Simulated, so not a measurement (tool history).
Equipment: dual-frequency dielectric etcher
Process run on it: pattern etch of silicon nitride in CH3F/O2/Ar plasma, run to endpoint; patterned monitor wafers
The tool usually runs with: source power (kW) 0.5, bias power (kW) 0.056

run    day  source power (kW)  bias power (kW)  wafers since the last listed run  hours since the last wet clean  hours since the last source power generator calibration  hours since the last bias power generator calibration  hours since the last upper electrode change  incoming incoming film thickness, nm  endpoint time (s)
  1      0                0.5            0.056                                 0                           319.1                                                   3842.9                                                 3452.1                                       3431.5                                 25.34               37.8
  2   0.55                0.5            0.056                               194                           332.3                                                   3856.1                                                 3465.3                                       3444.7                                 25.37               37.8
  3  1.288               0.53            0.056                               260                             350                                                   3873.8                                                   3483                                       3462.4                                 25.39                 37
  4  1.862               0.53            0.056                               203                           363.8                                                   3887.6                                                 3496.8                                       3476.2                                 25.05               36.7
     2.942  -- upper electrode replaced
  5  2.962               0.41            0.056                                35                           390.2                                                     3914                                                 3523.2                                          0.5                                  25.1               39.2
  6  2.975               0.41            0.056                                 4                           390.5                                                   3914.3                                                 3523.5                                          0.8                                 25.41               39.5
  7  3.242                0.5            0.056                                94                           396.9                                                   3920.7                                                 3529.9                                          7.2                                 25.01               37.1
     3.533  -- bias power generator calibrated
  8  3.738                0.5            0.056                               116                           408.8                                                   3932.6                                                    4.9                                         19.1                                 25.27               37.3
     5.096  -- wet clean of the chamber
  9  5.117                0.4            0.069                               134                             0.5                                                   3965.7                                                     38                                         52.2                                 25.36                 40
 10  5.133               0.44            0.066                                 5                             0.9                                                   3966.1                                                   38.4                                         52.6                                 25.12               39.2

Estimate the outcome of run 11 from the log above:
     5.321  -- source power generator calibrated
 11  5.342               0.59            0.056                                14                             5.9                                                      0.5                                                   43.4                                         57.6                                 25.16                  ?

For run 11 the tool returned endpoint time (s) 37.1.
Without the tool's hidden state the same run would have given endpoint time (s) 36.9.
